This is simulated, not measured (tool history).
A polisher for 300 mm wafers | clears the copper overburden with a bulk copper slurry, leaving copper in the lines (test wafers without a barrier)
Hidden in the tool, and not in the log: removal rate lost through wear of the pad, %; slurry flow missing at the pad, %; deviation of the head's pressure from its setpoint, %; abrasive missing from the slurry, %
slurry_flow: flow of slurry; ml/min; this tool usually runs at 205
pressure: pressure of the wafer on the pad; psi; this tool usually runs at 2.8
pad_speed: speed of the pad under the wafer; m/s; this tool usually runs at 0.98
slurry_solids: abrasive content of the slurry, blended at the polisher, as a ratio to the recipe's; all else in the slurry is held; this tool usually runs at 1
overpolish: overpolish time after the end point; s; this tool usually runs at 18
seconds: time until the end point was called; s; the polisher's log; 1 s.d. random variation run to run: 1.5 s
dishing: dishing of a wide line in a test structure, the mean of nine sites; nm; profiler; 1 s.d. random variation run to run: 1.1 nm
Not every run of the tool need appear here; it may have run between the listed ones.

run   hour  slurry_flow  pressure  pad_speed  slurry_solids  overpolish  wafers since the last listed run  wafers polished on this pad  hours since the slurry nozzle was cleaned  hours since the head pressure was calibrated  hours since the slurry blender was calibrated  incoming thickness of the incoming film, nm  seconds  dishing
  1      0          205       2.8       0.98            0.9          18                                 0                          798                                      642.4                                          54.4                                          311.6                                        744.4     91.3     59.6
  2   29.7          205       2.8       0.98            0.9          18                               228                         1027                                      672.1                                          84.1                                          341.3                                        751.8     91.7     58.8
  3   56.1          250       2.8       0.98              1          18                               203                         1230                                      698.5                                         110.5                                          367.7                                          742     83.9     59.5
  4  101.3          255       2.8       0.98              1          18                               347                         1577                                      743.7                                         155.7                                          412.9                                        740.8     85.4     58.7
     117.2  -- slurry blender recalibrated
     180.1  -- slurry nozzle cleaned
  5  252.1          255       2.8       0.98              1          18                              1137                         2715                                         72                                         306.5                                          134.9                                          754       81     59.9
  6  290.9          205       2.8       0.98              1          18                               298                         3013                                      110.8                                         345.3                                          173.7                                        735.5     83.4     57.6
  7  323.6          205       2.8       0.98              1          18                               251                         3265                                      143.5                                           378                                          206.4                                        746.8     84.1     57.9
     333.4  -- worn pad replaced by a new one
  8  369.3          205       2.8       0.98              1          18                               320                          276                                      189.2                                         423.7                                          252.1                                        741.8     88.4     56.7
  9  408.3          205       2.8       0.98           1.15          18                               300                          576                                      228.2                                         462.7                                          291.1                                        736.6     81.5     56.7
     455.7  -- head pressure recalibrated
 10  479.9          205       3.3       0.98              1          18                               535                         1112                                      299.8                                          24.2                                          362.7                                        738.8     72.5     62.5
     504.5  -- slurry blender recalibrated
 11  542.6          205       2.8       0.98              1          18                               467                         1579                                      362.5                                          86.9                                           38.1                                        737.3     84.7     56.2
 12  603.1          205       2.4       1.22              1          18                               465                         2044                                        423                                         147.4                                           98.6                                        741.8     85.9     58.4
 13  640.7          205       2.8       0.98              1          18                               289                         2333                                      460.6                                           185                                          136.2                                        733.2       87     58.2
     695.7  -- worn pad replaced by a new one
 14  700.3          205       2.1       0.98              1          18                               427                           35                                      520.2                                         244.6                                          195.8                                        751.1      117     48.8
 15  757.5          205       2.8       0.98              1          22                               440                          475                                      577.4                                         301.8                                            253                                        746.5     90.8     61.3
 16  782.9          205       2.8       0.98              1          28                               195                          670                                      602.8                                         327.2                                          278.4                                        733.9     91.7     68.5
 17  836.4          205       2.8       0.98              1          18                               411                         1082                                      656.3                                         380.7                                          331.9                                        741.3     89.4     57.4

What will run 18 give?
     842.2  -- slurry blender recalibrated
     854.3  -- head pressure recalibrated
 18  877.6          205       2.8        0.7            0.8          18                               286                         1368                                      697.5                                          23.3                                           35.4                                        741.6        ?        ?

seconds: 118.2 s
dishing: 49 nm
Without the tool's hidden state the same run would have given seconds 105.8 s, dishing 52.1 nm.
